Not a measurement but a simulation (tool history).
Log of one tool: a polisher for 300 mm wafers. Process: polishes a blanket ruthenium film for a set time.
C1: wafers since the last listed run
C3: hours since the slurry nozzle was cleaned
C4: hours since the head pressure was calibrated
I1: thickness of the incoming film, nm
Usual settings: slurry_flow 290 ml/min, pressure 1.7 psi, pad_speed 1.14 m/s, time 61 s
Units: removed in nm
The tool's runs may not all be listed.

run 1 hour=0.0 | slurry_flow=290 pressure=1.7 pad_speed=1.38 time=77 | C1=0 wafers_polished_on_this_pad=1273 C3=116.7 C4=599.1 | I1=404.4 | removed=112.1
run 2 hour=65.4 | slurry_flow=290 pressure=1.7 pad_speed=1.14 time=61 | C1=793 wafers_polished_on_this_pad=2066 C3=182.1 C4=664.5 | I1=408.4 | removed=72.4
run 3 hour=118.2 | slurry_flow=290 pressure=1.7 pad_speed=1.14 time=61 | C1=640 wafers_polished_on_this_pad=2707 C3=234.9 C4=717.3 | I1=403.0 | removed=72.6
run 4 hour=177.0 | slurry_flow=290 pressure=1.7 pad_speed=1.14 time=61 | C1=713 wafers_polished_on_this_pad=3421 C3=293.7 C4=776.1 | I1=401.9 | removed=72.6
run 5 hour=252.9 | slurry_flow=290 pressure=1.7 pad_speed=1.14 time=61 | C1=921 wafers_polished_on_this_pad=4342 C3=369.6 C4=852.0 | I1=397.0 | removed=71.7
run 6 hour=296.1 | slurry_flow=290 pressure=1.7 pad_speed=1.14 time=61 | C1=524 wafers_polished_on_this_pad=4867 C3=412.8 C4=895.2 | I1=397.9 | removed=72.7
-- hour=573.9 worn pad replaced by a new one
run 7 hour=608.3 | slurry_flow=290 pressure=1.7 pad_speed=1.14 time=46 | C1=3741 wafers_polished_on_this_pad=417 C3=725.0 C4=1207.4 | I1=397.4 | removed=54.7
-- hour=667.0 head pressure recalibrated
run 8 hour=689.6 | slurry_flow=290 pressure=1.7 pad_speed=1.14 time=46 | C1=962 wafers_polished_on_this_pad=1380 C3=806.3 C4=22.6 | I1=401.6 | removed=55.5
run 9 hour=735.0 | slurry_flow=290 pressure=1.7 pad_speed=1.14 time=61 | C1=551 wafers_polished_on_this_pad=1931 C3=851.7 C4=68.0 | I1=401.0 | removed=72.0
-- hour=761.1 slurry nozzle cleaned
run 10 hour=794.9 | slurry_flow=290 pressure=1.7 pad_speed=1.14 time=61 | C1=714 wafers_polished_on_this_pad=2646 C3=33.8 C4=127.9 | I1=399.7 | removed=72.0
run 11 hour=864.8 | slurry_flow=290 pressure=1.7 pad_speed=1.14 time=56 | C1=848 wafers_polished_on_this_pad=3494 C3=103.7 C4=197.8 | I1=401.7 | removed=65.7
run 12 hour=943.2 | slurry_flow=290 pressure=1.7 pad_speed=1.14 time=56 | C1=951 wafers_polished_on_this_pad=4446 C3=182.1 C4=276.2 | I1=394.1 | removed=66.0
run 13 hour=1027.1 | slurry_flow=290 pressure=1.7 pad_speed=1.14 time=56 | C1=1018 wafers_polished_on_this_pad=5464 C3=266.0 C4=360.1 | I1=399.6 | removed=66.1
run 14 hour=1112.8 | slurry_flow=255 pressure=2.0 pad_speed=1.14 time=69 | C1=1040 wafers_polished_on_this_pad=6504 C3=351.7 C4=445.8 | I1=393.4 | removed=93.3
run 15 hour=1204.9 | slurry_flow=365 pressure=1.7 pad_speed=1.14 time=61 | C1=1117 wafers_polished_on_this_pad=7622 C3=443.8 C4=537.9 | I1=400.6 | removed=73.3
-- hour=1415.1 worn pad replaced by a new one
run 16 hour=1512.7 | slurry_flow=325 pressure=1.7 pad_speed=1.14 time=72 | C1=3687 wafers_polished_on_this_pad=1184 C3=751.6 C4=845.7 | I1=401.3 | removed=86.4
run 17 hour=1616.5 | slurry_flow=255 pressure=1.7 pad_speed=1.14 time=61 | C1=1259 wafers_polished_on_this_pad=2444 C3=855.4 C4=949.5 | I1=398.3 | removed=71.5
run 18 hour=1695.4 | slurry_flow=290 pressure=1.7 pad_speed=1.14 time=61 | C1=957 wafers_polished_on_this_pad=3402 C3=934.3 C4=1028.4 | I1=402.1 | removed=72.3
-- hour=1704.6 slurry nozzle cleaned
run 19 hour=1757.2 | slurry_flow=320 pressure=2.1 pad_speed=1.44 time=80 | C1=738 wafers_polished_on_this_pad=4140 C3=52.6 C4=1090.2 | I1=400.1 | removed=147.4
run 20 hour=1850.0 | slurry_flow=290 pressure=2.2 pad_speed=0.82 time=61 | C1=1126 wafers_polished_on_this_pad=5266 C3=145.4 C4=1183.0 | I1=397.4 | removed=66.9
run 21 hour=1900.0 | slurry_flow=335 pressure=1.9 pad_speed=1.14 time=46 | C1=606 wafers_polished_on_this_pad=5873 C3=195.4 C4=1233.0 | I1=395.9 | removed=60.5
run 22 hour=1988.4 | slurry_flow=290 pressure=1.7 pad_speed=1.14 time=61 | C1=1073 wafers_polished_on_this_pad=6946 C3=283.8 C4=1321.4 | I1=391.7 | removed=73.5
-- hour=2032.4 head pressure recalibrated
run 23 hour=2084.0 | slurry_flow=290 pressure=1.7 pad_speed=1.14 time=61 | C1=1136 wafers_polished_on_this_pad=8083 C3=379.4 C4=51.6 | I1=406.1 | removed=72.9
-- hour=2116.5 worn pad replaced by a new one
run 24 hour=2125.4 | slurry_flow=290 pressure=1.7 pad_speed=0.90 time=70 | C1=453 wafers_polished_on_this_pad=108 C3=420.8 C4=93.0 | I1=392.6 | removed=65.1
run 25 hour=2200.6 | slurry_flow=225 pressure=1.7 pad_speed=1.02 time=61 | C1=912 wafers_polished_on_this_pad=1021 C3=496.0 C4=168.2 | I1=394.3 | removed=63.8
run 26 hour=2281.1 | slurry_flow=360 pressure=1.2 pad_speed=1.14 time=61 | C1=977 wafers_polished_on_this_pad=1998 C3=576.5 C4=248.7 | I1=407.5 | removed=52.1
run 27 hour=2348.3 | slurry_flow=320 pressure=1.7 pad_speed=0.80 time=46 | C1=815 wafers_polished_on_this_pad=2813 C3=643.7 C4=315.9 | I1=400.3 | removed=38.7
-- hour=2417.7 slurry nozzle cleaned
run 28 hour=2442.5 | slurry_flow=205 pressure=2.1 pad_speed=1.48 time=61 | C1=1131 wafers_polished_on_this_pad=3945 C3=24.8 C4=410.1 | I1=405.1 | removed=113.3
run 29 hour=2533.3 | slurry_flow=290 pressure=1.7 pad_speed=1.14 time=61 | C1=1102 wafers_polished_on_this_pad=5047 C3=115.6 C4=500.9 | I1=400.2 | removed=72.3
run 30 hour=2626.4 | slurry_flow=290 pressure=1.7 pad_speed=1.14 time=61 | C1=1130 wafers_polished_on_this_pad=6177 C3=208.7 C4=594.0 | I1=393.6 | removed=71.0
run 31 hour=2718.7 | slurry_flow=330 pressure=1.2 pad_speed=1.14 time=61 | C1=1120 wafers_polished_on_this_pad=7297 C3=301.0 C4=686.3 | I1=397.9 | removed=51.4
run 32 hour=2805.7 | slurry_flow=290 pressure=1.7 pad_speed=1.32 time=61 | C1=1056 wafers_polished_on_this_pad=8353 C3=388.0 C4=773.3 | I1=399.1 | removed=85.0
run 33 hour=2880.9 | slurry_flow=240 pressure=2.2 pad_speed=1.02 time=51 | C1=912 wafers_polished_on_this_pad=9266 C3=463.2 C4=848.5 | I1=400.7 | removed=68.9
-- hour=2906.0 worn pad replaced by a new one
run 34 hour=2929.6 | slurry_flow=290 pressure=1.9 pad_speed=1.14 time=61 | C1=542 wafers_polished_on_this_pad=286 C3=511.9 C4=897.2 | I1=402.3 | removed=79.6
run 35 hour=2995.4 | slurry_flow=350 pressure=1.7 pad_speed=0.92 time=61 | C1=798 wafers_polished_on_this_pad=1085 C3=577.7 C4=963.0 | I1=398.5 | removed=58.8
run 36 hour=3070.2 | slurry_flow=290 pressure=1.7 pad_speed=1.14 time=61 | C1=907 wafers_polished_on_this_pad=1993 C3=652.5 C4=1037.8 | I1=393.8 | removed=72.4

5 ways to go on from here, each from the tool as it stands after run 36. What would each give?
run A hour=3070.6 | slurry_flow=290 pressure=1.7 pad_speed=1.14 time=61 | C1=4 wafers_polished_on_this_pad=1998 C3=652.9 C4=1038.2 | I1=401.8 | removed=?
run B hour=3070.6 | slurry_flow=290 pressure=1.4 pad_speed=1.14 time=51 | C1=4 wafers_polished_on_this_pad=1998 C3=652.9 C4=1038.2 | I1=401.8 | removed=?
run C hour=3070.6 | slurry_flow=340 pressure=1.7 pad_speed=0.96 time=61 | C1=4 wafers_polished_on_this_pad=1998 C3=652.9 C4=1038.2 | I1=401.8 | removed=?
run D hour=3070.6 | slurry_flow=320 pressure=2.0 pad_speed=1.02 time=61 | C1=4 wafers_polished_on_this_pad=1998 C3=652.9 C4=1038.2 | I1=401.8 | removed=?
run E hour=3070.6 | slurry_flow=195 pressure=1.7 pad_speed=1.42 time=46 | C1=4 wafers_polished_on_this_pad=1998 C3=652.9 C4=1038.2 | I1=401.8 | removed=?

run=A removed=72.1
run=B removed=49.6
run=C removed=61.2
run=D removed=76.3
run=E removed=66.1
Without the tool's hidden state the same runs would have given:
run=A removed=72.1
run=B removed=49.6
run=C removed=61.2
run=D removed=76.3
run=E removed=66.1
